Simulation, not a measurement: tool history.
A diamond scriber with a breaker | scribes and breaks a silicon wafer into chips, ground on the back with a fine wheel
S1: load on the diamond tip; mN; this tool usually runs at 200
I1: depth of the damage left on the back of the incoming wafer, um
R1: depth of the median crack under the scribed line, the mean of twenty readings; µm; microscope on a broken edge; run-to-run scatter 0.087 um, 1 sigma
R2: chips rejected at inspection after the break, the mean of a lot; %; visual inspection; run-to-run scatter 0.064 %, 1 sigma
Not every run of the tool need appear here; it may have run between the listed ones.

run   hour   S1    I1     R1     R2
  1      0  230  2.13  14.01   2.08
  2   11.5  230  2.07  13.76   2.15
  3   24.6  230   1.5  13.76   1.99
  4   40.5  170  1.65  10.93   9.86
  5   55.2  170  1.91  11.15  11.28
  6   63.1  170  2.75  10.94  12.34
  7   75.7  200  1.52  12.39   5.01
  8   91.2  200  1.93  12.31   5.25
  9   98.6  242   2.7   13.9   2.42
 10  107.4  172  1.75  10.85  12.09
 11  124.9  172   2.1  10.76  12.14
 12  159.7  200  1.84  11.92   6.12
 13    173  200  1.95  11.87   7.04
 14  182.8  200  2.95  11.78   7.63
 15  199.8  172   2.6  10.56  15.08
 16  206.5  236     2  13.21   2.87
       209  -- load on the tip recalibrated
 17  222.1  200  2.96   13.7   2.79
 18  239.6  158   2.6  11.44    9.4
 19  250.4  247  1.63  15.83   3.65
 20  263.2  251  2.82  15.79   4.29
 21  278.8  176  2.56  12.35   5.58
     286.2  -- diamond tip replaced by a new one
 22  286.7  257  2.23  16.89   6.33
 23  292.7  200   1.9  13.92   1.93
 24  301.9  200  2.68  13.98   2.45
 25  319.6  148  2.59  11.31   9.62
 26  337.2  232  2.59  15.64   3.73
 27  351.5  200  1.87  14.01   1.92
 28  364.3  259  2.03  16.72    6.3
 29  376.7  146  1.54   11.2  10.08

4 options for the next run, each taken on its own from the tool as it stands now. Forecast them:
  A  377.3  167  2.72   ?   ?
  B  377.3  154  2.72   ?   ?
  C  377.3  169  2.72   ?   ?
  D  377.3  157  2.72   ?   ?

run     R1    R2
  A  12.29  5.74
  B  11.57  8.86
  C  12.39  5.37
  D  11.73  8.03
Without the tool's hidden state the same runs would have given:
run     R1    R2
  A   12.4  5.36
  B  11.67  8.34
  C  12.51  5.01
  D  11.84  7.54
